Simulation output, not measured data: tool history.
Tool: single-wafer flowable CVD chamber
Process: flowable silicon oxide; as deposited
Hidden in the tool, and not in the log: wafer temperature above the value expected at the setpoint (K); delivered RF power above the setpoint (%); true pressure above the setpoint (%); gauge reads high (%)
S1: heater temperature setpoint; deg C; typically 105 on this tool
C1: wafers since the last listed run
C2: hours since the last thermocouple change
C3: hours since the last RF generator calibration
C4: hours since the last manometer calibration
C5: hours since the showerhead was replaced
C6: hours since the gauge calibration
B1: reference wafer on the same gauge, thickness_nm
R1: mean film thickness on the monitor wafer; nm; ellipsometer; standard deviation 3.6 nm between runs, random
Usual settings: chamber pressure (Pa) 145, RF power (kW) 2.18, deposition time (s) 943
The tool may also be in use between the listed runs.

Run 1, hour 0: usual settings; C1 0; C2 1545.7; C3 1214.6; C4 2381.9; C5 7208.2; C6 523.1; B1 690.306. Result: R1 673.06 nm.
Run 2, hour 50.5: usual settings; C1 127; C2 1596.2; C3 1265.1; C4 2432.4; C5 7258.7; C6 573.6; B1 689.952. Result: R1 664.826 nm.
Run 3, hour 118.8: usual settings but RF power (kW) 1.935; C1 172; C2 1664.5; C3 1333.4; C4 2500.7; C5 7327; C6 641.9; B1 689.904. Result: R1 655.136 nm.
Run 4, hour 291.8: usual settings but RF power (kW) 1.935; C1 435; C2 1837.5; C3 1506.4; C4 2673.7; C5 7500; C6 814.9; B1 691.625. Result: R1 644.61 nm.
Run 5, hour 343.9: usual settings but RF power (kW) 1.935; C1 131; C2 1889.6; C3 1558.5; C4 2725.8; C5 7552.1; C6 867; B1 690.576. Result: R1 645.238 nm.
Run 6, hour 399.2: usual settings; C1 139; C2 1944.9; C3 1613.8; C4 2781.1; C5 7607.4; C6 922.3; B1 691.533. Result: R1 672.741 nm.
At hour 428.7: showerhead replaced, of another model than before.
Run 7, hour 429.2: usual settings; C1 55; C2 1974.9; C3 1643.8; C4 2811.1; C5 0.5; C6 952.3; B1 691.481. Result: R1 661.328 nm.
Run 8, hour 463.5: usual settings; C1 86; C2 2009.2; C3 1678.1; C4 2845.4; C5 34.8; C6 986.6; B1 690.241. Result: R1 660.379 nm.
At hour 474.9: capacitance manometer re-zeroed and calibrated.
Run 9, hour 508.1: usual settings; C1 92; C2 2053.8; C3 1722.7; C4 33.2; C5 79.4; C6 1031.2; B1 692.122. Result: R1 656.581 nm.
Run 10, hour 571.2: usual settings; C1 158; C2 2116.9; C3 1785.8; C4 96.3; C5 142.5; C6 1094.3; B1 688.92. Result: R1 659.308 nm.
Run 11, hour 619.7: usual settings; C1 122; C2 2165.4; C3 1834.3; C4 144.8; C5 191; C6 1142.8; B1 689.995. Result: R1 653.382 nm.
Run 12, hour 665: usual settings; C1 114; C2 2210.7; C3 1879.6; C4 190.1; C5 236.3; C6 1188.1; B1 689.562. Result: R1 654.293 nm.
Run 13, hour 691.2: usual settings; C1 65; C2 2236.9; C3 1905.8; C4 216.3; C5 262.5; C6 1214.3; B1 690.324. Result: R1 650.06 nm.
At hour 714.6: gauge calibrated.
Run 14, hour 728: usual settings but deposition time (s) 838; C1 92; C2 2273.7; C3 1942.6; C4 253.1; C5 299.3; C6 13.4; B1 693.627. Result: R1 584.672 nm.
At hour 757.3: RF generator calibrated.
Run 15, hour 797.5: usual settings but S1 118 deg C, chamber pressure (Pa) 128, RF power (kW) 2.51, deposition time (s) 827; C1 154; C2 2343.2; C3 40.2; C4 322.6; C5 368.8; C6 82.9; B1 689.421. Result: R1 364.632 nm.
Run 16, hour 855.6: usual settings but chamber pressure (Pa) 124; C1 146; C2 2401.3; C3 98.3; C4 380.7; C5 426.9; C6 141; B1 688.723. Result: R1 628.845 nm.
Run 17, hour 883.1: usual settings; C1 69; C2 2428.8; C3 125.8; C4 408.2; C5 454.4; C6 168.5; B1 690.927. Result: R1 676.304 nm.
Run 18, hour 921.6: usual settings but chamber pressure (Pa) 113, deposition time (s) 1044; C1 96; C2 2467.3; C3 164.3; C4 446.7; C5 492.9; C6 207; B1 688.644. Result: R1 665.032 nm.
At hour 932.7: thermocouple changed; heater temperature recalibrated.
Run 19, hour 978.7: usual settings but RF power (kW) 2.38; C1 123; C2 46; C3 221.4; C4 503.8; C5 550; C6 264.1; B1 691.935. Result: R1 698.334 nm.
Run 20, hour 1018.1: usual settings but RF power (kW) 1.95; C1 99; C2 85.4; C3 260.8; C4 543.2; C5 589.4; C6 303.5; B1 693.013. Result: R1 646.305 nm.
Run 21, hour 1077.1: usual settings but chamber pressure (Pa) 161, deposition time (s) 827; C1 148; C2 144.4; C3 319.8; C4 602.2; C5 648.4; C6 362.5; B1 689.855. Result: R1 623.087 nm.
Run 22, hour 1137.6: usual settings; C1 152; C2 204.9; C3 380.3; C4 662.7; C5 708.9; C6 423; B1 691.165. Result: R1 672.744 nm.
Run 23, hour 1172.1: usual settings but S1 100 deg C, chamber pressure (Pa) 117; C1 86; C2 239.4; C3 414.8; C4 697.2; C5 743.4; C6 457.5; B1 692.125. Result: R1 743.113 nm.
Run 24, hour 1236.7: usual settings but chamber pressure (Pa) 171, RF power (kW) 2.61; C1 162; C2 304; C3 479.4; C4 761.8; C5 808; C6 522.1; B1 691.051. Result: R1 759.03 nm.
Run 25, hour 1289.8: usual settings but S1 116 deg C, chamber pressure (Pa) 120; C1 133; C2 357.1; C3 532.5; C4 814.9; C5 861.1; C6 575.2; B1 691.33. Result: R1 411.851 nm.
Run 26, hour 1318.1: usual settings but chamber pressure (Pa) 111, deposition time (s) 1020; C1 71; C2 385.4; C3 560.8; C4 843.2; C5 889.4; C6 603.5; B1 691.188. Result: R1 640.875 nm.
Run 27, hour 1347.6: usual settings but S1 109 deg C, chamber pressure (Pa) 117, RF power (kW) 2.475, deposition time (s) 1086; C1 74; C2 414.9; C3 590.3; C4 872.7; C5 918.9; C6 633; B1 689.481. Result: R1 622.515 nm.
Run 28, hour 1418.7: usual settings but S1 101 deg C, chamber pressure (Pa) 163, RF power (kW) 2.06, deposition time (s) 1115; C1 179; C2 486; C3 661.4; C4 943.8; C5 990; C6 704.1; B1 689.929. Result: R1 953.954 nm.
Run 29, hour 1465.4: usual settings but S1 118 deg C, chamber pressure (Pa) 128, RF power (kW) 2.51, deposition time (s) 827; C1 117; C2 532.7; C3 708.1; C4 990.5; C5 1036.7; C6 750.8; B1 690.493. Result: R1 360.258 nm.

Predict each of these 3 candidate next runs independently; none follows another, all start after run 29:
Run A, hour 1466.1: usual settings; C1 1; C2 533.4; C3 708.8; C4 991.2; C5 1037.4; C6 751.5; B1 ?. Result: R1 ?.
Run B, hour 1466.1: usual settings but S1 109 deg C, chamber pressure (Pa) 127; C1 1; C2 533.4; C3 708.8; C4 991.2; C5 1037.4; C6 751.5; B1 ?. Result: R1 ?.
Run C, hour 1466.1: usual settings but RF power (kW) 2.43, deposition time (s) 1069; C1 1; C2 533.4; C3 708.8; C4 991.2; C5 1037.4; C6 751.5; B1 ?. Result: R1 ?.

run       B1       R1
  A  691.354  673.799
  B  691.354  544.582
  C  691.354  788.434
Stripped of hidden state, with their random variation kept, the same runs would have yielded:
run       R1
  A  682.633
  B  551.722
  C  795.669

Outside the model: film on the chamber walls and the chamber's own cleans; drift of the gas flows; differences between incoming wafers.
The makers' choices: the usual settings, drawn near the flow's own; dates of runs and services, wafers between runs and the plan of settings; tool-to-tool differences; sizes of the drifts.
